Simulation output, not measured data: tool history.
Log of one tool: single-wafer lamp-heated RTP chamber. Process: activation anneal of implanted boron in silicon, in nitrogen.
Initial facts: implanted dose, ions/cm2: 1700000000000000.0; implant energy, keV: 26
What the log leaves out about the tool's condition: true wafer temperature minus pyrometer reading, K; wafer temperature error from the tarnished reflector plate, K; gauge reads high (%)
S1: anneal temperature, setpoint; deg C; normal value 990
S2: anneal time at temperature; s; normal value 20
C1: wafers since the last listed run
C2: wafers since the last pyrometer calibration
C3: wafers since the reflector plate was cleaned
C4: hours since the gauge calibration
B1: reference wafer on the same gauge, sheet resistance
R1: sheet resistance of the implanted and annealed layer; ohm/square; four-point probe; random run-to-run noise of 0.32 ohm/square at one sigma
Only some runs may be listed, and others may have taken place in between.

| run | hour | S1 | S2 | C1 | C2 | C3 | C4 | B1 | R1 |
|---|---|---|---|---|---|---|---|---|---|
| 1 | 0.0 | 990 | 17 | 0 | 3478 | 8541 | 298.6 | 71.00 | 82.63 |
| 2 | 17.1 | 990 | 20 | 252 | 3731 | 8794 | 315.7 | 71.08 | 81.09 |
| 3 | 51.7 | 990 | 20 | 511 | 4242 | 9305 | 350.3 | 71.09 | 81.46 |
| 4 | 73.9 | 990 | 20 | 327 | 4570 | 9633 | 372.5 | 71.06 | 80.69 |
|  | 103.3 | gauge calibrated |
| 5 | 104.9 | 990 | 20 | 457 | 5028 | 10091 | 1.6 | 70.93 | 80.62 |
|  | 123.0 | pyrometer window cleaned and pyrometer calibrated |
| 6 | 124.3 | 982 | 20 | 168 | 19 | 10260 | 21.0 | 70.90 | 87.98 |
| 7 | 139.7 | 990 | 20 | 227 | 247 | 10487 | 36.4 | 70.88 | 84.82 |
| 8 | 155.1 | 990 | 20 | 227 | 474 | 10715 | 51.8 | 71.07 | 84.49 |
| 9 | 213.2 | 990 | 20 | 858 | 1332 | 11573 | 109.9 | 70.93 | 82.89 |
| 10 | 237.9 | 990 | 13 | 364 | 1697 | 11938 | 134.6 | 71.09 | 85.60 |
| 11 | 256.8 | 990 | 13 | 279 | 1976 | 12217 | 153.5 | 71.17 | 84.93 |
| 12 | 275.4 | 990 | 16 | 274 | 2251 | 12492 | 172.1 | 70.92 | 83.25 |
|  | 288.3 | reflector plate cleaned |
| 13 | 295.3 | 990 | 20 | 175 | 2427 | 103 | 192.0 | 71.19 | 82.40 |
| 14 | 314.8 | 990 | 20 | 288 | 2715 | 391 | 211.5 | 70.93 | 82.20 |
| 15 | 334.0 | 990 | 26 | 283 | 2999 | 675 | 230.7 | 71.03 | 82.05 |
| 16 | 361.9 | 974 | 20 | 412 | 3411 | 1087 | 258.6 | 70.95 | 89.04 |
| 17 | 375.5 | 969 | 25 | 200 | 3612 | 1288 | 272.2 | 70.88 | 90.46 |
| 18 | 403.0 | 960 | 11 | 406 | 4018 | 1694 | 299.7 | 71.05 | 105.49 |
| 19 | 426.7 | 980 | 20 | 350 | 4368 | 2044 | 323.4 | 70.84 | 84.99 |
| 20 | 456.4 | 990 | 32 | 438 | 4807 | 2483 | 353.1 | 70.91 | 79.43 |
|  | 478.7 | pyrometer window cleaned and pyrometer calibrated |
| 21 | 479.2 | 990 | 20 | 218 | 7 | 2702 | 375.9 | 71.07 | 83.79 |
| 22 | 508.6 | 1015 | 26 | 434 | 442 | 3136 | 405.3 | 70.89 | 76.44 |
|  | 528.5 | gauge calibrated |
| 23 | 535.1 | 990 | 20 | 391 | 833 | 3527 | 6.6 | 70.90 | 83.59 |
| 24 | 585.7 | 962 | 20 | 747 | 1581 | 4275 | 57.2 | 70.98 | 99.46 |
| 25 | 609.9 | 1013 | 20 | 357 | 1938 | 4632 | 81.4 | 71.00 | 77.34 |
| 26 | 642.6 | 990 | 20 | 483 | 2421 | 5116 | 114.1 | 71.12 | 82.26 |
| 27 | 666.3 | 990 | 20 | 350 | 2771 | 5466 | 137.8 | 70.97 | 82.67 |
| 28 | 696.0 | 990 | 10 | 438 | 3210 | 5904 | 167.5 | 71.01 | 85.11 |
| 29 | 731.2 | 990 | 20 | 520 | 3730 | 6424 | 202.7 | 70.96 | 80.96 |

Alternative continuations, all from the tool just after run 29; predict every row:
| A | 731.6 | 990 | 24 | 5 | 3736 | 6430 | 203.1 | ? | ? |
| B | 731.6 | 975 | 24 | 5 | 3736 | 6430 | 203.1 | ? | ? |
| C | 731.6 | 1005 | 27 | 5 | 3736 | 6430 | 203.1 | ? | ? |
| D | 731.6 | 1007 | 20 | 5 | 3736 | 6430 | 203.1 | ? | ? |
| E | 731.6 | 981 | 9 | 5 | 3736 | 6430 | 203.1 | ? | ? |

| run | B1 | R1 |
|---|---|---|
| A | 70.97 | 80.60 |
| B | 70.97 | 86.25 |
| C | 70.97 | 76.94 |
| D | 70.97 | 77.30 |
| E | 70.97 | 88.76 |
Without the tool's hidden state the same runs would have given:
| run | R1 |
|---|---|
| A | 83.70 |
| B | 91.41 |
| C | 78.76 |
| D | 79.15 |
| E | 95.07 |
